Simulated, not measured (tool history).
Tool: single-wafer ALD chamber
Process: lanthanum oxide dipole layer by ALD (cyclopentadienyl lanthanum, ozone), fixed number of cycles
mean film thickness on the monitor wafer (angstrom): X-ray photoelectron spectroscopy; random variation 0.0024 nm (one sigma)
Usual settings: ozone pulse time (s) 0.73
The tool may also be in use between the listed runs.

run	hour	ozone pulse time (s)	wafers since the last listed run	hours since the last thermocouple change	hours since the last ozone generator service	hours since the showerhead was replaced	hours since the gauge calibration	read-back reference wafer on the same gauge, thickness_nm	mean film thickness on the monitor wafer (angstrom)
1	0	0.73	0	1819.8	112.9	6268.4	278.1	0.382	4.5
2	14.7	0.73	251	1834.5	127.6	6283.1	292.8	0.382	4.45
3	28.9	0.73	242	1848.7	141.8	6297.3	307	0.382	4.49
4	51	0.73	377	1870.8	163.9	6319.4	329.1	0.382	4.49
5	68.8	0.73	304	1888.6	181.7	6337.2	346.9	0.382	4.47
6	83.2	0.73	246	1903	196.1	6351.6	361.3	0.382	4.47
7	110.2	0.83	461	1930	223.1	6378.6	388.3	0.382	4.78
8	133.4	0.83	396	1953.2	246.3	6401.8	411.5	0.382	4.78
9	166.4	0.83	564	1986.2	279.3	6434.8	444.5	0.382	4.76
10	185.4	0.73	324	2005.2	298.3	6453.8	463.5	0.382	4.51
11	209.4	0.73	410	2029.2	322.3	6477.8	487.5	0.381	4.49
12	238.7	0.73	500	2058.5	351.6	6507.1	516.8	0.382	4.52

Run 13 comes next. What will it give?
# hour 255.8: showerhead replaced
13	258.4	0.99	200	2078.2	371.3	2.6	536.5	?	?

read-back reference wafer on the same gauge, thickness_nm: 0.382
mean film thickness on the monitor wafer (angstrom): 5.15
Without the tool's hidden state the same run would have given mean film thickness on the monitor wafer (angstrom) 5.15.

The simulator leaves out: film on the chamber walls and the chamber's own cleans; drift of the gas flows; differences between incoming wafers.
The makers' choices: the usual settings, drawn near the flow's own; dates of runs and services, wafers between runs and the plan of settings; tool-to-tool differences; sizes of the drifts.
